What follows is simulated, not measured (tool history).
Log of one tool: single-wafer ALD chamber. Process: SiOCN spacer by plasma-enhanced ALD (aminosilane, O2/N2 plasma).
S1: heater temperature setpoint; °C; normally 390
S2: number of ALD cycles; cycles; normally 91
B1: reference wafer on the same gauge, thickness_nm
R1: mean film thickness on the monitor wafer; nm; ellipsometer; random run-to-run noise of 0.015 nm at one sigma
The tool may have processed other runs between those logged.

Run 1, hour 0.0: usual settings; B1 6.673. Result: R1 5.912 nm.
Run 2, hour 9.2: usual settings; B1 6.670. Result: R1 5.908 nm.
Run 3, hour 26.1: usual settings but S2 77 cycles; B1 6.663. Result: R1 5.002 nm.
Run 4, hour 66.4: usual settings but S2 77 cycles; B1 6.670. Result: R1 5.012 nm.
Run 5, hour 73.8: usual settings but S2 77 cycles; B1 6.676. Result: R1 5.025 nm.
Run 6, hour 91.8: usual settings; B1 6.666. Result: R1 5.917 nm.
Run 7, hour 100.7: usual settings; B1 6.676. Result: R1 5.935 nm.
Run 8, hour 116.2: usual settings but S1 396 °C, S2 109 cycles; B1 6.665. Result: R1 7.101 nm.
Run 9, hour 122.4: usual settings but S1 405 °C, S2 84 cycles; B1 6.668. Result: R1 5.407 nm.
Run 10, hour 132.5: usual settings but S1 395 °C, S2 84 cycles; B1 6.670. Result: R1 5.474 nm.
Run 11, hour 148.9: usual settings but S1 382 °C; B1 6.664. Result: R1 5.907 nm.
Run 12, hour 155.7: usual settings; B1 6.670. Result: R1 5.918 nm.
Run 13, hour 172.1: usual settings but S1 402 °C, S2 96 cycles; B1 6.667. Result: R1 6.233 nm.
Run 14, hour 183.1: usual settings; B1 6.671. Result: R1 5.927 nm.
Run 15, hour 198.6: usual settings; B1 6.662. Result: R1 5.938 nm.

Withheld: 2 entries from between the runs. Position of each, and hidden state at the listed run before versus the listed run after:
In the gap between runs 7 and 8: gauge calibrated (hour 104.6); thermocouple changed; heater temperature recalibrated (hour 115.7)
  nothing in the hidden state changes from one run to the other

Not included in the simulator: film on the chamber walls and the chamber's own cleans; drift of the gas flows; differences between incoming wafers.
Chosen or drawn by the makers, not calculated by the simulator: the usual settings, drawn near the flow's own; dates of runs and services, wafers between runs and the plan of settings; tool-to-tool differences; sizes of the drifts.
